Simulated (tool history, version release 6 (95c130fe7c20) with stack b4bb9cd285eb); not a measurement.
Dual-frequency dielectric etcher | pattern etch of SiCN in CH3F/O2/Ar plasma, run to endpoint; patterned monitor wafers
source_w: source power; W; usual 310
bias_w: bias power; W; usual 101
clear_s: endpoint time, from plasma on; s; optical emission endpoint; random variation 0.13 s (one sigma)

| run | hour | source_w | bias_w | wafers since the last listed run | hours since the last wet clean | hours since the last source power generator calibration | hours since the last bias power generator calibration | hours since the last upper electrode change | incoming incoming film thickness, nm | clear_s |
|---|---|---|---|---|---|---|---|---|---|---|
| 1 | 0 | 310 | 96 | 0 | 247.2 | 4750.6 | 3037.9 | 5255.6 | 7.71 | 19.7 |
| 2 | 19.1 | 310 | 101 | 347 | 266.3 | 4769.7 | 3057 | 5274.7 | 7.66 | 19.1 |
| 3 | 36.9 | 290 | 101 | 323 | 284.1 | 4787.5 | 3074.8 | 5292.5 | 7.71 | 19.8 |
| 4 | 55.5 | 260 | 96 | 338 | 302.7 | 4806.1 | 3093.4 | 5311.1 | 7.73 | 21.2 |
| 5 | 79.2 | 260 | 96 | 430 | 326.4 | 4829.8 | 3117.1 | 5334.8 | 7.63 | 21.3 |
| 6 | 114.3 | 260 | 96 | 638 | 361.5 | 4864.9 | 3152.2 | 5369.9 | 7.78 | 21.4 |
| 7 | 141.9 | 310 | 101 | 501 | 389.1 | 4892.5 | 3179.8 | 5397.5 | 7.73 | 19.4 |
| 8 | 174.1 | 310 | 101 | 585 | 421.3 | 4924.7 | 3212 | 5429.7 | 7.78 | 19.4 |
| 9 | 209 | 310 | 101 | 634 | 456.2 | 4959.6 | 3246.9 | 5464.6 | 7.66 | 19.3 |
|  | 225 | source power generator calibrated |
| 10 | 305.7 | 330 | 106 | 1685 | 552.9 | 80.7 | 3343.6 | 5561.3 | 7.61 | 18.8 |
| 11 | 337.7 | 330 | 106 | 581 | 584.9 | 112.7 | 3375.6 | 5593.3 | 7.69 | 18.7 |
| 12 | 373.4 | 330 | 106 | 649 | 620.6 | 148.4 | 3411.3 | 5629 | 7.74 | 18.8 |
|  | 418.1 | wet clean of the chamber |
| 13 | 418.6 | 310 | 116 | 385 | 0.5 | 193.6 | 3456.5 | 5674.2 | 7.67 | 17.5 |
| 14 | 424.5 | 310 | 101 | 107 | 6.4 | 199.5 | 3462.4 | 5680.1 | 7.78 | 19 |
| 15 | 454.6 | 310 | 78 | 547 | 36.5 | 229.6 | 3492.5 | 5710.2 | 7.71 | 21.3 |
| 16 | 508.7 | 270 | 120 | 983 | 90.6 | 283.7 | 3546.6 | 5764.3 | 7.78 | 18.3 |
| 17 | 543.5 | 340 | 85 | 632 | 125.4 | 318.5 | 3581.4 | 5799.1 | 7.66 | 19.7 |
| 18 | 578.9 | 310 | 101 | 643 | 160.8 | 353.9 | 3616.8 | 5834.5 | 7.77 | 19.2 |
| 19 | 596.3 | 250 | 92 | 316 | 178.2 | 371.3 | 3634.2 | 5851.9 | 7.72 | 21.5 |
|  | 655.6 | upper electrode replaced |
| 20 | 656.1 | 350 | 117 | 650 | 238 | 431.1 | 3694 | 0.5 | 7.62 | 16.6 |
| 21 | 686.1 | 380 | 109 | 545 | 268 | 461.1 | 3724 | 30.5 | 7.68 | 17.2 |
| 22 | 708 | 310 | 101 | 398 | 289.9 | 483 | 3745.9 | 52.4 | 7.67 | 19.1 |
|  | 757.2 | bias power generator calibrated |
| 23 | 814.7 | 310 | 125 | 1867 | 396.6 | 589.7 | 57.5 | 159.1 | 7.69 | 17.5 |
| 24 | 841.1 | 310 | 101 | 480 | 423 | 616.1 | 83.9 | 185.5 | 7.74 | 19.4 |
| 25 | 867.1 | 350 | 112 | 472 | 449 | 642.1 | 109.9 | 211.5 | 7.7 | 17.6 |
| 26 | 891 | 240 | 93 | 434 | 472.9 | 666 | 133.8 | 235.4 | 7.73 | 22.6 |
| 27 | 925.5 | 280 | 119 | 627 | 507.4 | 700.5 | 168.3 | 269.9 | 7.7 | 18.5 |
| 28 | 958.8 | 260 | 114 | 605 | 540.7 | 733.8 | 201.6 | 303.2 | 7.77 | 20 |
| 29 | 1021.9 | 250 | 86 | 1147 | 603.8 | 796.9 | 264.7 | 366.3 | 7.68 | 22.8 |
| 30 | 1041.6 | 380 | 81 | 358 | 623.5 | 816.6 | 284.4 | 386 | 7.69 | 19.9 |
| 31 | 1064.5 | 310 | 101 | 416 | 646.4 | 839.5 | 307.3 | 408.9 | 7.65 | 19.8 |
| 32 | 1088.6 | 310 | 101 | 438 | 670.5 | 863.6 | 331.4 | 433 | 7.6 | 19.3 |
| 33 | 1109.3 | 380 | 124 | 376 | 691.2 | 884.3 | 352.1 | 453.7 | 7.69 | 16.5 |
|  | 1145.4 | wet clean of the chamber |
| 34 | 1145.9 | 270 | 117 | 229 | 0.5 | 920.9 | 388.7 | 490.3 | 7.67 | 18.2 |
| 35 | 1153 | 360 | 76 | 129 | 7.6 | 928 | 395.8 | 497.4 | 7.71 | 20.1 |

The tool's hidden state at each run:
source power that arrives over what is set, %: 0 in every run
bias power that arrives over what is set, %: 0 in every run
H1: etch rate over this chamber's usual, %
| run | H1 |
|---|---|
| 1 | -2.37 |
| 2 | -2.53 |
| 3 | -2.68 |
| 4 | -2.84 |
| 5 | -3.04 |
| 6 | -3.33 |
| 7 | -3.56 |
| 8 | -3.83 |
| 9 | -4.12 |
| 10 | -4.93 |
| 11 | -5.2 |
| 12 | -5.5 |
| 13 | 0.472 |
| 14 | 0.422 |
| 15 | 0.17 |
| 16 | -0.282 |
| 17 | -0.573 |
| 18 | -0.87 |
| 19 | -1.02 |
| 20 | -1.52 |
| 21 | -1.77 |
| 22 | -1.95 |
| 23 | -2.84 |
| 24 | -3.06 |
| 25 | -3.28 |
| 26 | -3.48 |
| 27 | -3.77 |
| 28 | -4.05 |
| 29 | -4.58 |
| 30 | -4.74 |
| 31 | -4.93 |
| 32 | -5.13 |
| 33 | -5.31 |
| 34 | -0.345 |
| 35 | -0.404 |

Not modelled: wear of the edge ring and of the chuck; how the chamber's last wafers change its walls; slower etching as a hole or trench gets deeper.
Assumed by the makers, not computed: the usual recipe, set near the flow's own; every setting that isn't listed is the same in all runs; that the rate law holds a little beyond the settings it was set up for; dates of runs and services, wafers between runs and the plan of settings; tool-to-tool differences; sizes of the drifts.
